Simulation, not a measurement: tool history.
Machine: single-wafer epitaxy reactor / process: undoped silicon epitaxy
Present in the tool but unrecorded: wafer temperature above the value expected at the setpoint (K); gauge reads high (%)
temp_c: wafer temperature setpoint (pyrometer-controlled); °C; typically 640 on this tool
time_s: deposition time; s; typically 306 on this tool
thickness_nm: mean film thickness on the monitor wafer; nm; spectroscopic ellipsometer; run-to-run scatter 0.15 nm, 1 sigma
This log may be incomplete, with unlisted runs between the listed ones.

run   hour  temp_c  time_s  wafers since the last listed run  hours since the last pyrometer calibration  hours since the gauge calibration  read-back reference wafer on the same gauge, thickness_nm  thickness_nm
  1    0.0     640     306                                 0                                      2541.1                              230.7                                                     50.089        52.023
  2   12.6     640     306                                90                                      2553.7                              243.3                                                     50.103        52.215
  3   19.2     650     350                                47                                      2560.3                              249.9                                                     50.038        72.439
  4   35.6     640     306                               118                                      2576.7                              266.3                                                     50.099        52.311
  5   69.4     640     306                               244                                      2610.5                              300.1                                                     50.102        52.504
  6   76.8     640     306                                53                                      2617.9                              307.5                                                     50.088        52.449
  7  106.6     640     306                               215                                      2647.7                              337.3                                                     50.113        52.248
  8  124.5     640     306                               129                                      2665.6                              355.2                                                     50.123        52.416
  9  142.1     640     306                               127                                      2683.2                              372.8                                                     50.114        52.454
 10  157.4     640     306                               110                                      2698.5                              388.1                                                     50.087        52.707
 11  171.6     640     285                               102                                      2712.7                              402.3                                                     50.097        48.766
 12  186.8     640     285                               109                                      2727.9                              417.5                                                     50.115        48.808
 13  195.3     640     285                                61                                      2736.4                              426.0                                                     50.117        48.661
 14  206.6     644     281                                81                                      2747.7                              437.3                                                     50.120        51.790
 15  223.7     625     276                               123                                      2764.8                              454.4                                                     50.066        35.486
 16  234.1     640     306                                75                                      2775.2                              464.8                                                     50.169        52.432
 17  241.0     626     338                                49                                      2782.1                              471.7                                                     50.065        44.023
     249.2  -- gauge calibrated
 18  255.0     634     258                               101                                      2796.1                                5.8                                                     50.106        39.076
 19  264.1     649     306                                65                                      2805.2                               14.9                                                     50.115        62.083
 20  278.1     640     306                               101                                      2819.2                               28.9                                                     50.102        52.445
 21  293.6     649     273                               111                                      2834.7                               44.4                                                     50.108        55.562
     307.6  -- pyrometer calibrated
 22  310.2     640     306                                62                                         2.6                               61.0                                                     50.110        46.166
 23  321.0     631     247                                77                                        13.4                               71.8                                                     50.101        31.311
 24  334.4     631     306                                96                                        26.8                               85.2                                                     50.115        38.887
 25  348.7     640     350                               103                                        41.1                               99.5                                                     50.103        53.548
 26  358.8     633     264                                72                                        51.2                              109.6                                                     50.060        35.071
 27  376.6     632     363                               128                                        69.0                              127.4                                                     50.092        47.300
 28  382.8     640     278                                44                                        75.2                              133.6                                                     50.098        42.271
 29  396.7     640     306                               100                                        89.1                              147.5                                                     50.111        46.493

Describe how what the log doesn't record of the tool's condition differs between the last listed run preceding each entry between runs and the first listed run following it.
Run 17 -> run 18: gauge calibrated (hour 249.2)
  both runs share identical hidden conditions
  measured result minus the result with no hidden state, thickness_nm: +5.628 -> +4.927 nm
Run 21 -> run 22: pyrometer calibrated (hour 307.6)
  wafer temperature above the value expected at the setpoint (K): 6.86 -> 0.396
  measured result minus the result with no hidden state, thickness_nm: +6.831 -> +0.356 nm

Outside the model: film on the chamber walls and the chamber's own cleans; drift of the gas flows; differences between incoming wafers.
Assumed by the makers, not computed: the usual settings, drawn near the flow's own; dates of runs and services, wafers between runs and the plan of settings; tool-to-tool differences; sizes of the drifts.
